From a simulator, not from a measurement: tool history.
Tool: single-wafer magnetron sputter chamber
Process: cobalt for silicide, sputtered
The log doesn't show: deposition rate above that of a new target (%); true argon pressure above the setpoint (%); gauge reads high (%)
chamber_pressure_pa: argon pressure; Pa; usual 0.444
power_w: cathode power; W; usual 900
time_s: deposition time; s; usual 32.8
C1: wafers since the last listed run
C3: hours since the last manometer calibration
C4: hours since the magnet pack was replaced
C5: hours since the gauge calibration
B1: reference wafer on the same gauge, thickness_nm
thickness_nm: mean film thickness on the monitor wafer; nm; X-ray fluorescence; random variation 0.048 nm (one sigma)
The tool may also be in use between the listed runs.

{"run": 1, "hour": 0.0, "chamber_pressure_pa": 0.444, "power_w": 900, "time_s": 32.8, "C1": 0, "wafers on the sputter target": 1557, "C3": 638.4, "C4": 3370.2, "C5": 917.1, "B1": 13.502, "thickness_nm": 15.341}
{"run": 2, "hour": 55.8, "chamber_pressure_pa": 0.444, "power_w": 900, "time_s": 32.8, "C1": 1442, "wafers on the sputter target": 2999, "C3": 694.2, "C4": 3426, "C5": 972.9, "B1": 13.504, "thickness_nm": 15.267}
{"hour": 86.2, "done": "gauge calibrated"}
{"run": 3, "hour": 156.3, "chamber_pressure_pa": 0.444, "power_w": 800, "time_s": 32.8, "C1": 2597, "wafers on the sputter target": 5597, "C3": 794.7, "C4": 3526.5, "C5": 70.1, "B1": 13.492, "thickness_nm": 13.53}
{"hour": 277.1, "done": "sputter target and shields replaced"}
{"run": 4, "hour": 283.2, "chamber_pressure_pa": 0.444, "power_w": 800, "time_s": 32.8, "C1": 3072, "wafers on the sputter target": 158, "C3": 921.6, "C4": 3653.4, "C5": 197, "B1": 13.495, "thickness_nm": 13.851}
{"run": 5, "hour": 320.9, "chamber_pressure_pa": 0.444, "power_w": 800, "time_s": 32.8, "C1": 974, "wafers on the sputter target": 1132, "C3": 959.3, "C4": 3691.1, "C5": 234.7, "B1": 13.505, "thickness_nm": 13.748}
{"run": 6, "hour": 361.8, "chamber_pressure_pa": 0.444, "power_w": 1000, "time_s": 32.8, "C1": 1057, "wafers on the sputter target": 2189, "C3": 1000.2, "C4": 3732, "C5": 275.6, "B1": 13.501, "thickness_nm": 16.807}
{"run": 7, "hour": 422.6, "chamber_pressure_pa": 0.444, "power_w": 900, "time_s": 32.8, "C1": 1571, "wafers on the sputter target": 3760, "C3": 1061, "C4": 3792.8, "C5": 336.4, "B1": 13.503, "thickness_nm": 15.209}
{"run": 8, "hour": 500.7, "chamber_pressure_pa": 0.444, "power_w": 900, "time_s": 32.8, "C1": 2018, "wafers on the sputter target": 5779, "C3": 1139.1, "C4": 3870.9, "C5": 414.5, "B1": 13.499, "thickness_nm": 15.073}
{"run": 9, "hour": 550.9, "chamber_pressure_pa": 0.444, "power_w": 900, "time_s": 32.8, "C1": 1297, "wafers on the sputter target": 7076, "C3": 1189.3, "C4": 3921.1, "C5": 464.7, "B1": 13.493, "thickness_nm": 14.949}
{"hour": 609.7, "done": "sputter target and shields replaced"}
{"run": 10, "hour": 610.2, "chamber_pressure_pa": 0.326, "power_w": 900, "time_s": 32.8, "C1": 1325, "wafers on the sputter target": 13, "C3": 1248.6, "C4": 3980.4, "C5": 524, "B1": 13.493, "thickness_nm": 16.146}
{"run": 11, "hour": 697.8, "chamber_pressure_pa": 0.326, "power_w": 900, "time_s": 32.8, "C1": 2263, "wafers on the sputter target": 2277, "C3": 1336.2, "C4": 4068, "C5": 611.6, "B1": 13.499, "thickness_nm": 15.838}
{"run": 12, "hour": 781.6, "chamber_pressure_pa": 0.326, "power_w": 900, "time_s": 32.8, "C1": 2165, "wafers on the sputter target": 4443, "C3": 1420, "C4": 4151.8, "C5": 695.4, "B1": 13.492, "thickness_nm": 15.667}
{"run": 13, "hour": 833.8, "chamber_pressure_pa": 0.444, "power_w": 750, "time_s": 32.8, "C1": 1349, "wafers on the sputter target": 5792, "C3": 1472.2, "C4": 4204, "C5": 747.6, "B1": 13.502, "thickness_nm": 12.663}
{"run": 14, "hour": 884.7, "chamber_pressure_pa": 0.444, "power_w": 900, "time_s": 32.8, "C1": 1315, "wafers on the sputter target": 7107, "C3": 1523.1, "C4": 4254.9, "C5": 798.5, "B1": 13.495, "thickness_nm": 14.958}
{"run": 15, "hour": 963.3, "chamber_pressure_pa": 0.444, "power_w": 900, "time_s": 28.1, "C1": 2031, "wafers on the sputter target": 9139, "C3": 1601.7, "C4": 4333.5, "C5": 877.1, "B1": 13.495, "thickness_nm": 12.77}
{"hour": 999.3, "done": "gauge calibrated"}
{"hour": 1005.3, "done": "sputter target and shields replaced"}
{"run": 16, "hour": 1052.0, "chamber_pressure_pa": 0.444, "power_w": 900, "time_s": 32.8, "C1": 2085, "wafers on the sputter target": 1208, "C3": 1690.4, "C4": 4422.2, "C5": 52.7, "B1": 13.497, "thickness_nm": 15.25}
{"hour": 1090.3, "done": "magnet pack replaced"}
{"run": 17, "hour": 1124.8, "chamber_pressure_pa": 0.302, "power_w": 800, "time_s": 32.8, "C1": 1674, "wafers on the sputter target": 2882, "C3": 1763.2, "C4": 34.5, "C5": 125.5, "B1": 13.501, "thickness_nm": 14.25}
{"run": 18, "hour": 1165.8, "chamber_pressure_pa": 0.287, "power_w": 1100, "time_s": 35.2, "C1": 1059, "wafers on the sputter target": 3942, "C3": 1804.2, "C4": 75.5, "C5": 166.5, "B1": 13.506, "thickness_nm": 20.704}
{"run": 19, "hour": 1229.8, "chamber_pressure_pa": 0.444, "power_w": 900, "time_s": 32.8, "C1": 1654, "wafers on the sputter target": 5596, "C3": 1868.2, "C4": 139.5, "C5": 230.5, "B1": 13.501, "thickness_nm": 14.908}
{"hour": 1282.8, "done": "capacitance manometer re-zeroed and calibrated"}
{"run": 20, "hour": 1321.4, "chamber_pressure_pa": 0.444, "power_w": 900, "time_s": 36.8, "C1": 2160, "wafers on the sputter target": 7757, "C3": 38.6, "C4": 231.1, "C5": 322.1, "B1": 13.502, "thickness_nm": 17.039}
{"run": 21, "hour": 1370.6, "chamber_pressure_pa": 0.444, "power_w": 750, "time_s": 32.8, "C1": 1271, "wafers on the sputter target": 9028, "C3": 87.8, "C4": 280.3, "C5": 371.3, "B1": 13.503, "thickness_nm": 12.832}

Forecast run 22:
{"hour": 1384.6, "done": "sputter target and shields replaced"}
{"run": 22, "hour": 1424.6, "chamber_pressure_pa": 0.444, "power_w": 800, "time_s": 32.8, "C1": 1188, "wafers on the sputter target": 1033, "C3": 141.8, "C4": 334.3, "C5": 425.3, "B1": "?", "thickness_nm": "?"}

{"run 22": {"B1": 13.507, "thickness_nm": 13.76}}
Without the tool's hidden state the same run would have given thickness_nm 13.989 nm.
